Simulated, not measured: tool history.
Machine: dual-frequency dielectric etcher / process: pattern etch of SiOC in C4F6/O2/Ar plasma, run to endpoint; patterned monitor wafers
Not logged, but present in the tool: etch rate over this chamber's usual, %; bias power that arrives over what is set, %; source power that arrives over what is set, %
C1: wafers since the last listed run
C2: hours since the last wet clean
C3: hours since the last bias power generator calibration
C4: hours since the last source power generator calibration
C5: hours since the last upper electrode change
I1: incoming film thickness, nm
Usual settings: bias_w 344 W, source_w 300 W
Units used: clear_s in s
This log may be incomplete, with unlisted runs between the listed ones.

run 1 hour=0.0 | bias_w=292 source_w=300 | C1=0 C2=96.5 C3=4403.8 C4=2406.7 C5=3947.9 | I1=51.8 | clear_s=24.6
run 2 hour=24.9 | bias_w=344 source_w=300 | C1=429 C2=121.4 C3=4428.7 C4=2431.6 C5=3972.8 | I1=52.0 | clear_s=23.5
run 3 hour=38.0 | bias_w=344 source_w=300 | C1=226 C2=134.5 C3=4441.8 C4=2444.7 C5=3985.9 | I1=51.9 | clear_s=23.6
run 4 hour=66.9 | bias_w=344 source_w=300 | C1=499 C2=163.4 C3=4470.7 C4=2473.6 C5=4014.8 | I1=51.4 | clear_s=23.4
run 5 hour=86.7 | bias_w=304 source_w=300 | C1=341 C2=183.2 C3=4490.5 C4=2493.4 C5=4034.6 | I1=52.0 | clear_s=24.1
run 6 hour=115.6 | bias_w=344 source_w=300 | C1=499 C2=212.1 C3=4519.4 C4=2522.3 C5=4063.5 | I1=51.7 | clear_s=23.4
run 7 hour=147.2 | bias_w=344 source_w=300 | C1=545 C2=243.7 C3=4551.0 C4=2553.9 C5=4095.1 | I1=52.1 | clear_s=23.5
run 8 hour=179.0 | bias_w=399 source_w=300 | C1=549 C2=275.5 C3=4582.8 C4=2585.7 C5=4126.9 | I1=52.1 | clear_s=22.5
run 9 hour=209.0 | bias_w=297 source_w=300 | C1=518 C2=305.5 C3=4612.8 C4=2615.7 C5=4156.9 | I1=51.8 | clear_s=23.9
-- hour=262.7 wet clean of the chamber
run 10 hour=296.5 | bias_w=297 source_w=300 | C1=1096 C2=33.8 C3=4700.3 C4=2703.2 C5=4244.4 | I1=51.7 | clear_s=24.6
-- hour=309.0 bias power generator calibrated
run 11 hour=312.4 | bias_w=297 source_w=300 | C1=205 C2=49.7 C3=3.4 C4=2719.1 C5=4260.3 | I1=51.7 | clear_s=24.6
run 12 hour=327.6 | bias_w=344 source_w=270 | C1=262 C2=64.9 C3=18.6 C4=2734.3 C5=4275.5 | I1=51.8 | clear_s=24.1
run 13 hour=357.2 | bias_w=344 source_w=270 | C1=511 C2=94.5 C3=48.2 C4=2763.9 C5=4305.1 | I1=52.3 | clear_s=24.6
run 14 hour=375.7 | bias_w=344 source_w=300 | C1=319 C2=113.0 C3=66.7 C4=2782.4 C5=4323.6 | I1=52.3 | clear_s=23.6
-- hour=387.0 source power generator calibrated
run 15 hour=387.8 | bias_w=382 source_w=250 | C1=139 C2=125.1 C3=78.8 C4=0.8 C5=4335.7 | I1=51.9 | clear_s=24.0
run 16 hour=405.7 | bias_w=309 source_w=330 | C1=309 C2=143.0 C3=96.7 C4=18.7 C5=4353.6 | I1=52.2 | clear_s=23.8
run 17 hour=426.9 | bias_w=319 source_w=240 | C1=366 C2=164.2 C3=117.9 C4=39.9 C5=4374.8 | I1=51.9 | clear_s=25.4
run 18 hour=445.8 | bias_w=385 source_w=300 | C1=326 C2=183.1 C3=136.8 C4=58.8 C5=4393.7 | I1=51.7 | clear_s=22.6
run 19 hour=468.2 | bias_w=412 source_w=330 | C1=386 C2=205.5 C3=159.2 C4=81.2 C5=4416.1 | I1=51.9 | clear_s=21.6
run 20 hour=487.7 | bias_w=344 source_w=300 | C1=336 C2=225.0 C3=178.7 C4=100.7 C5=4435.6 | I1=51.9 | clear_s=23.2
run 21 hour=505.8 | bias_w=368 source_w=340 | C1=312 C2=243.1 C3=196.8 C4=118.8 C5=4453.7 | I1=52.0 | clear_s=22.0
-- hour=551.3 upper electrode replaced
run 22 hour=551.8 | bias_w=389 source_w=280 | C1=379 C2=289.1 C3=242.8 C4=164.8 C5=0.5 | I1=52.0 | clear_s=22.7
run 23 hour=552.1 | bias_w=373 source_w=350 | C1=5 C2=289.4 C3=243.1 C4=165.1 C5=0.8 | I1=52.2 | clear_s=21.7
run 24 hour=581.8 | bias_w=344 source_w=300 | C1=512 C2=319.1 C3=272.8 C4=194.8 C5=30.5 | I1=51.6 | clear_s=22.4
run 25 hour=601.3 | bias_w=267 source_w=330 | C1=336 C2=338.6 C3=292.3 C4=214.3 C5=50.0 | I1=51.8 | clear_s=23.7
run 26 hour=615.0 | bias_w=344 source_w=300 | C1=236 C2=352.3 C3=306.0 C4=228.0 C5=63.7 | I1=51.6 | clear_s=22.5
-- hour=669.2 wet clean of the chamber
run 27 hour=669.7 | bias_w=344 source_w=300 | C1=530 C2=0.5 C3=360.7 C4=282.7 C5=118.4 | I1=51.7 | clear_s=23.7
run 28 hour=675.4 | bias_w=268 source_w=330 | C1=98 C2=6.2 C3=366.4 C4=288.4 C5=124.1 | I1=51.5 | clear_s=24.7
run 29 hour=690.5 | bias_w=269 source_w=350 | C1=260 C2=21.3 C3=381.5 C4=303.5 C5=139.2 | I1=52.6 | clear_s=24.9

5 options for the next run, each taken on its own from the tool as it stands now. Forecast them:
run A hour=690.9 | bias_w=344 source_w=300 | C1=6 C2=21.7 C3=381.9 C4=303.9 C5=139.6 | I1=52.1 | clear_s=?
run B hour=690.9 | bias_w=371 source_w=300 | C1=6 C2=21.7 C3=381.9 C4=303.9 C5=139.6 | I1=52.1 | clear_s=?
run C hour=690.9 | bias_w=402 source_w=250 | C1=6 C2=21.7 C3=381.9 C4=303.9 C5=139.6 | I1=52.1 | clear_s=?
run D hour=690.9 | bias_w=408 source_w=300 | C1=6 C2=21.7 C3=381.9 C4=303.9 C5=139.6 | I1=52.1 | clear_s=?
run E hour=690.9 | bias_w=419 source_w=250 | C1=6 C2=21.7 C3=381.9 C4=303.9 C5=139.6 | I1=52.1 | clear_s=?

run=A clear_s=24.2
run=B clear_s=23.7
run=C clear_s=24.2
run=D clear_s=23.0
run=E clear_s=23.9
Stripped of hidden state, with their random variation kept, the same runs would have yielded:
run=A clear_s=24.1
run=B clear_s=23.6
run=C clear_s=24.2
run=D clear_s=23.0
run=E clear_s=23.9
